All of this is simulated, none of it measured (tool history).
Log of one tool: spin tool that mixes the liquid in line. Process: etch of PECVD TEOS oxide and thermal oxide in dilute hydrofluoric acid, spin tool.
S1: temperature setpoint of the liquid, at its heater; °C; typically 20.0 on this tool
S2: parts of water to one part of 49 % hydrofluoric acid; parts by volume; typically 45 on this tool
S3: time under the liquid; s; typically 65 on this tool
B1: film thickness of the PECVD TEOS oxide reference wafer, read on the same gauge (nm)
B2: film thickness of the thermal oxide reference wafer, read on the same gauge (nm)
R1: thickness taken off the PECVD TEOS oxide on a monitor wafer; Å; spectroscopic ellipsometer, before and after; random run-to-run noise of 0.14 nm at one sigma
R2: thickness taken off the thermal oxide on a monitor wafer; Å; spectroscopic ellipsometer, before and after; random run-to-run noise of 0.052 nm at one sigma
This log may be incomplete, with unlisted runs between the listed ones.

| run | hour | S1 | S2 | S3 | B1 | B2 | R1 | R2 |
|---|---|---|---|---|---|---|---|---|
| 1 | 0.0 | 20.0 | 45 | 50 | 50.04 | 130.01 | 229.8 | 41.7 |
| 2 | 69.3 | 20.0 | 45 | 50 | 49.96 | 129.97 | 232.6 | 41.9 |
| 3 | 117.1 | 20.0 | 45 | 50 | 50.01 | 129.95 | 231.6 | 41.6 |
| 4 | 142.6 | 20.0 | 45 | 95 | 50.00 | 129.97 | 440.5 | 78.6 |
| 5 | 192.6 | 20.0 | 45 | 95 | 49.99 | 130.03 | 441.1 | 80.4 |
| 6 | 259.9 | 20.0 | 45 | 95 | 50.03 | 129.98 | 434.8 | 80.1 |
| 7 | 287.1 | 20.0 | 45 | 65 | 50.02 | 129.96 | 301.3 | 54.3 |
| 8 | 347.5 | 20.0 | 45 | 65 | 49.97 | 129.96 | 301.7 | 55.0 |
| 9 | 413.4 | 21.5 | 45 | 80 | 50.01 | 130.01 | 394.3 | 70.3 |
| 10 | 461.3 | 21.5 | 45 | 80 | 50.00 | 130.02 | 395.5 | 70.7 |
| 11 | 495.7 | 20.0 | 45 | 65 | 49.97 | 130.02 | 301.5 | 54.7 |
| 12 | 554.3 | 20.0 | 45 | 65 | 50.01 | 130.00 | 299.0 | 53.4 |
|  | 582.8 | hydrofluoric acid flow meter replaced |
|  | 594.5 | gauge calibrated |
| 13 | 609.2 | 21.5 | 55 | 35 | 49.99 | 129.97 | 140.1 | 25.0 |
|  | 641.5 | thermometer replaced |
| 14 | 645.6 | 20.0 | 45 | 65 | 49.99 | 130.00 | 299.3 | 54.2 |
| 15 | 707.9 | 17.5 | 60 | 65 | 50.03 | 129.99 | 198.3 | 36.1 |
| 16 | 746.7 | 20.0 | 45 | 65 | 49.98 | 129.98 | 300.1 | 54.7 |
| 17 | 779.8 | 20.0 | 50 | 80 | 50.04 | 129.96 | 331.0 | 59.4 |
| 18 | 821.8 | 17.0 | 45 | 65 | 50.02 | 130.04 | 262.9 | 48.9 |
| 19 | 887.3 | 20.0 | 35 | 90 | 50.02 | 130.02 | 541.4 | 97.3 |
| 20 | 948.0 | 17.5 | 45 | 65 | 50.05 | 129.97 | 268.9 | 48.7 |
| 21 | 1000.0 | 17.0 | 35 | 90 | 49.97 | 129.97 | 472.2 | 87.1 |

Consider 4 possible next runs. They are alternatives, not a sequence: every one starts from the tool as it was left by run 21. What does each give?
| A | 1000.4 | 20.0 | 45 | 35 | ? | ? | ? | ? |
| B | 1000.4 | 24.5 | 50 | 100 | ? | ? | ? | ? |
| C | 1000.4 | 17.0 | 30 | 105 | ? | ? | ? | ? |
| D | 1000.4 | 18.5 | 60 | 75 | ? | ? | ? | ? |

| run | B1 | B2 | R1 | R2 |
|---|---|---|---|---|
| A | 49.99 | 130.03 | 160.7 | 28.9 |
| B | 49.99 | 130.03 | 495.4 | 89.2 |
| C | 49.99 | 130.03 | 645.9 | 116.3 |
| D | 49.99 | 130.03 | 238.0 | 42.9 |
Without the tool's hidden state the same runs would have given:
| run | R1 | R2 |
|---|---|---|
| A | 160.7 | 28.9 |
| B | 495.4 | 89.2 |
| C | 645.9 | 116.3 |
| D | 238.0 | 42.9 |
